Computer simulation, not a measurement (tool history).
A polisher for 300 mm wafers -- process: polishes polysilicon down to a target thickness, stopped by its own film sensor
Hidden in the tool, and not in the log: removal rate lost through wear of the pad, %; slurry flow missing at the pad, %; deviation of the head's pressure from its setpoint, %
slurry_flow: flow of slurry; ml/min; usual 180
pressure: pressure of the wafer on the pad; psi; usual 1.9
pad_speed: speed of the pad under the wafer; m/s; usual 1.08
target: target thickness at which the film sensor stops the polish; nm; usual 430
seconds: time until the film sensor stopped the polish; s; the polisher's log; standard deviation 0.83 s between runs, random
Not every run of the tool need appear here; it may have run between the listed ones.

run,hour,slurry_flow,pressure,pad_speed,target,wafers since the last listed run,wafers polished on this pad,hours since the slurry nozzle was cleaned,hours since the head pressure was calibrated,"incoming thickness of the incoming film, nm",seconds
1,0,180,1.9,0.98,373,0,312,18.2,717.4,718.8,69.6
2,12.3,150,1.9,1.08,430,134,446,30.5,729.7,721.4,54.4
3,42.7,150,1.9,1.08,430,331,778,60.9,760.1,721.3,53.5
4,62.6,150,1.9,1.08,430,217,995,80.8,780,721.1,51.4
5,94.4,180,1.9,1.08,430,347,1342,112.6,811.8,727.4,51.8
# hour 100.4: worn pad replaced by a new one
6,121.2,180,1.9,1.08,430,248,226,139.4,838.6,734.4,52
7,139.6,180,1.4,1.08,430,200,427,157.8,857,732.2,70.1
8,153.7,180,1.9,1.08,430,153,581,171.9,871.1,717,47.9
# hour 159.7: head pressure recalibrated
# hour 206.1: worn pad replaced by a new one
9,245.9,180,1.9,1.08,430,941,434,264.1,86.2,721.9,55.2
10,274.8,180,1.9,1.08,430,315,749,293,115.1,717.7,56.2
11,302.9,180,1.9,1.08,430,306,1056,321.1,143.2,720.3,55.5
# hour 307.2: worn pad replaced by a new one
# hour 313.4: slurry nozzle cleaned
12,317.6,180,1.9,1.08,489,105,102,4.2,157.9,719.4,44.5
13,347,115,2.3,0.84,494,321,423,33.6,187.3,735,53.7
14,376.5,180,1.9,1.08,430,322,745,63.1,216.8,712.5,56.3
15,402.5,220,1.3,1.36,499,283,1029,89.1,242.8,725.6,48.4
# hour 436.5: worn pad replaced by a new one
16,437,180,1.9,1.08,430,333,5,123.6,277.3,732.9,56.8
17,449.6,205,1.9,0.7,459,137,142,136.2,289.9,732.6,80.5
18,480.3,210,1.6,1.08,490,335,477,166.9,320.6,719.2,50.7
19,492.5,160,2.6,1.3,430,133,611,179.1,332.8,727.4,34

What if the next run were any one of these 3? Each begins from the tool's condition after run 19:
A,492.9,180,2.3,1.08,430,4,615,179.5,333.2,733.5,?
B,492.9,180,1.9,1.08,470,4,615,179.5,333.2,733.5,?
C,492.9,180,2.4,1.3,472,4,615,179.5,333.2,733.5,?

run,seconds
A,47.3
B,49.7
C,32.4
What these runs would have given with no unlogged condition in the tool:
run,seconds
A,48.7
B,51.2
C,33.4
